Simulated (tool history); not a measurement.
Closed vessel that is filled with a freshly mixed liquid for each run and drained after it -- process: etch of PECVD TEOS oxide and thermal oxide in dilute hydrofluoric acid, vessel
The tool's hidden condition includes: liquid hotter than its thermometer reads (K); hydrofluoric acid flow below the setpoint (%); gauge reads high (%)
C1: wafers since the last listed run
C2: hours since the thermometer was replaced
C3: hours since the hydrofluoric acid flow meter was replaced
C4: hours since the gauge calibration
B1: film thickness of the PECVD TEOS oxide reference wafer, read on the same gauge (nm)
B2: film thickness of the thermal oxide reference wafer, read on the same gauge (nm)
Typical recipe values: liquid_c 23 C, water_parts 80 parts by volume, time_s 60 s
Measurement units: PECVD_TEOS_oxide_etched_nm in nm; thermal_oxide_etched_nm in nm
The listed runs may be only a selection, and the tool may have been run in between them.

run 1 day=0 | liquid_c=25 water_parts=65 time_s=60 | C1=0 C2=1226.8 C3=1430.4 C4=1479.7 | B1=50.02 B2=90.04 | PECVD_TEOS_oxide_etched_nm=14.01 thermal_oxide_etched_nm=5.159
run 2 day=1.875 | liquid_c=25 water_parts=65 time_s=60 | C1=5430 C2=1271.8 C3=1475.4 C4=1524.7 | B1=50.02 B2=89.991 | PECVD_TEOS_oxide_etched_nm=14 thermal_oxide_etched_nm=5.15
run 3 day=4.542 | liquid_c=23 water_parts=105 time_s=60 | C1=7722 C2=1335.8 C3=1539.4 C4=1588.7 | B1=49.97 B2=90.032 | PECVD_TEOS_oxide_etched_nm=7.63 thermal_oxide_etched_nm=2.779
-- day=6.65 gauge calibrated
run 4 day=8.538 | liquid_c=23 water_parts=70 time_s=60 | C1=11572 C2=1431.7 C3=1635.3 C4=45.3 | B1=49.99 B2=89.985 | PECVD_TEOS_oxide_etched_nm=12.08 thermal_oxide_etched_nm=4.394
run 5 day=10.592 | liquid_c=23 water_parts=80 time_s=60 | C1=5949 C2=1481 C3=1684.6 C4=94.6 | B1=50.01 B2=90.005 | PECVD_TEOS_oxide_etched_nm=10.3 thermal_oxide_etched_nm=3.791
run 6 day=13.488 | liquid_c=23 water_parts=80 time_s=60 | C1=8386 C2=1550.5 C3=1754.1 C4=164.1 | B1=49.98 B2=90.025 | PECVD_TEOS_oxide_etched_nm=10.35 thermal_oxide_etched_nm=3.805
-- day=15.108 thermometer replaced
run 7 day=15.55 | liquid_c=25 water_parts=115 time_s=30 | C1=5852 C2=10.6 C3=1803.6 C4=213.6 | B1=50.01 B2=89.997 | PECVD_TEOS_oxide_etched_nm=3.6 thermal_oxide_etched_nm=1.331
run 8 day=19.525 | liquid_c=23 water_parts=80 time_s=60 | C1=11512 C2=106 C3=1899 C4=309 | B1=50.02 B2=89.987 | PECVD_TEOS_oxide_etched_nm=9.98 thermal_oxide_etched_nm=3.681
run 9 day=21.75 | liquid_c=26.5 water_parts=110 time_s=45 | C1=6443 C2=159.4 C3=1952.4 C4=362.4 | B1=49.99 B2=90.017 | PECVD_TEOS_oxide_etched_nm=6 thermal_oxide_etched_nm=2.199
run 10 day=25.258 | liquid_c=23 water_parts=80 time_s=60 | C1=10160 C2=243.6 C3=2036.6 C4=446.6 | B1=49.97 B2=89.992 | PECVD_TEOS_oxide_etched_nm=10.02 thermal_oxide_etched_nm=3.665
-- day=25.5 hydrofluoric acid flow meter replaced
run 11 day=27.646 | liquid_c=20.5 water_parts=80 time_s=30 | C1=6793 C2=300.9 C3=51.5 C4=503.9 | B1=49.98 B2=89.978 | PECVD_TEOS_oxide_etched_nm=4.72 thermal_oxide_etched_nm=1.713
run 12 day=31.371 | liquid_c=26.5 water_parts=65 time_s=60 | C1=10788 C2=390.3 C3=140.9 C4=593.3 | B1=50 B2=89.972 | PECVD_TEOS_oxide_etched_nm=15.12 thermal_oxide_etched_nm=5.54
run 13 day=34.592 | liquid_c=23 water_parts=60 time_s=75 | C1=9327 C2=467.6 C3=218.2 C4=670.6 | B1=50.03 B2=89.964 | PECVD_TEOS_oxide_etched_nm=17.69 thermal_oxide_etched_nm=6.552
run 14 day=36.454 | liquid_c=23 water_parts=115 time_s=85 | C1=5394 C2=512.3 C3=262.9 C4=715.3 | B1=50.01 B2=90.018 | PECVD_TEOS_oxide_etched_nm=9.89 thermal_oxide_etched_nm=3.587
run 15 day=38.283 | liquid_c=20.5 water_parts=55 time_s=35 | C1=5297 C2=556.2 C3=306.8 C4=759.2 | B1=49.98 B2=89.96 | PECVD_TEOS_oxide_etched_nm=8.24 thermal_oxide_etched_nm=2.988
run 16 day=41.838 | liquid_c=23 water_parts=80 time_s=60 | C1=10293 C2=641.5 C3=392.1 C4=844.5 | B1=49.99 B2=90.007 | PECVD_TEOS_oxide_etched_nm=10.42 thermal_oxide_etched_nm=3.791
run 17 day=45.479 | liquid_c=20 water_parts=100 time_s=45 | C1=10546 C2=728.9 C3=479.5 C4=931.9 | B1=50.03 B2=90.012 | PECVD_TEOS_oxide_etched_nm=5.43 thermal_oxide_etched_nm=1.99
run 18 day=47.225 | liquid_c=20 water_parts=115 time_s=95 | C1=5056 C2=770.8 C3=521.4 C4=973.8 | B1=49.97 B2=90.008 | PECVD_TEOS_oxide_etched_nm=9.72 thermal_oxide_etched_nm=3.549
run 19 day=49.538 | liquid_c=23 water_parts=110 time_s=35 | C1=6697 C2=826.3 C3=576.9 C4=1029.3 | B1=49.98 B2=89.975 | PECVD_TEOS_oxide_etched_nm=4.25 thermal_oxide_etched_nm=1.54
run 20 day=53.671 | liquid_c=23 water_parts=80 time_s=60 | C1=11970 C2=925.5 C3=676.1 C4=1128.5 | B1=50.02 B2=89.976 | PECVD_TEOS_oxide_etched_nm=10.4 thermal_oxide_etched_nm=3.82
run 21 day=55.567 | liquid_c=23 water_parts=45 time_s=50 | C1=5490 C2=971 C3=721.6 C4=1174 | B1=50.02 B2=90.016 | PECVD_TEOS_oxide_etched_nm=16.2 thermal_oxide_etched_nm=5.921
run 22 day=59.6 | liquid_c=26 water_parts=110 time_s=90 | C1=11680 C2=1067.8 C3=818.4 C4=1270.8 | B1=50 B2=90.027 | PECVD_TEOS_oxide_etched_nm=12.32 thermal_oxide_etched_nm=4.508
run 23 day=63.7 | liquid_c=23 water_parts=80 time_s=60 | C1=11874 C2=1166.2 C3=916.8 C4=1369.2 | B1=50.03 B2=89.975 | PECVD_TEOS_oxide_etched_nm=10.45 thermal_oxide_etched_nm=3.818
run 24 day=68.117 | liquid_c=23 water_parts=80 time_s=60 | C1=12791 C2=1272.2 C3=1022.8 C4=1475.2 | B1=50.02 B2=90.024 | PECVD_TEOS_oxide_etched_nm=10.4 thermal_oxide_etched_nm=3.836
run 25 day=71.271 | liquid_c=25 water_parts=45 time_s=85 | C1=9134 C2=1347.9 C3=1098.5 C4=1550.9 | B1=49.98 B2=90.015 | PECVD_TEOS_oxide_etched_nm=29.76 thermal_oxide_etched_nm=10.999
-- day=71.404 thermometer replaced
-- day=75.058 gauge calibrated
run 26 day=75.412 | liquid_c=23 water_parts=80 time_s=60 | C1=11874 C2=96.2 C3=1197.9 C4=8.5 | B1=49.98 B2=90.015 | PECVD_TEOS_oxide_etched_nm=10.23 thermal_oxide_etched_nm=3.756
run 27 day=78.225 | liquid_c=25 water_parts=60 time_s=70 | C1=8145 C2=163.7 C3=1265.4 C4=76 | B1=50 B2=90.002 | PECVD_TEOS_oxide_etched_nm=17.71 thermal_oxide_etched_nm=6.461

Each row is a separate what-if for the run after 27, all from the same tool condition, not one after another. Results?
run A day=78.254 | liquid_c=23 water_parts=80 time_s=40 | C1=84 C2=164.4 C3=1266.1 C4=76.7 | B1=? B2=? | PECVD_TEOS_oxide_etched_nm=? thermal_oxide_etched_nm=?
run B day=78.254 | liquid_c=23 water_parts=55 time_s=80 | C1=84 C2=164.4 C3=1266.1 C4=76.7 | B1=? B2=? | PECVD_TEOS_oxide_etched_nm=? thermal_oxide_etched_nm=?
run C day=78.254 | liquid_c=19 water_parts=60 time_s=90 | C1=84 C2=164.4 C3=1266.1 C4=76.7 | B1=? B2=? | PECVD_TEOS_oxide_etched_nm=? thermal_oxide_etched_nm=?

run=A B1=49.96 B2=90.01 PECVD_TEOS_oxide_etched_nm=6.75 thermal_oxide_etched_nm=2.495
run=B B1=49.96 B2=90.01 PECVD_TEOS_oxide_etched_nm=20.27 thermal_oxide_etched_nm=7.496
run=C B1=49.96 B2=90.01 PECVD_TEOS_oxide_etched_nm=17.57 thermal_oxide_etched_nm=6.498
With no hidden state in the tool, these same runs would have given:
run=A PECVD_TEOS_oxide_etched_nm=6.89 thermal_oxide_etched_nm=2.546
run=B PECVD_TEOS_oxide_etched_nm=20.67 thermal_oxide_etched_nm=7.645
run=C PECVD_TEOS_oxide_etched_nm=17.92 thermal_oxide_etched_nm=6.626
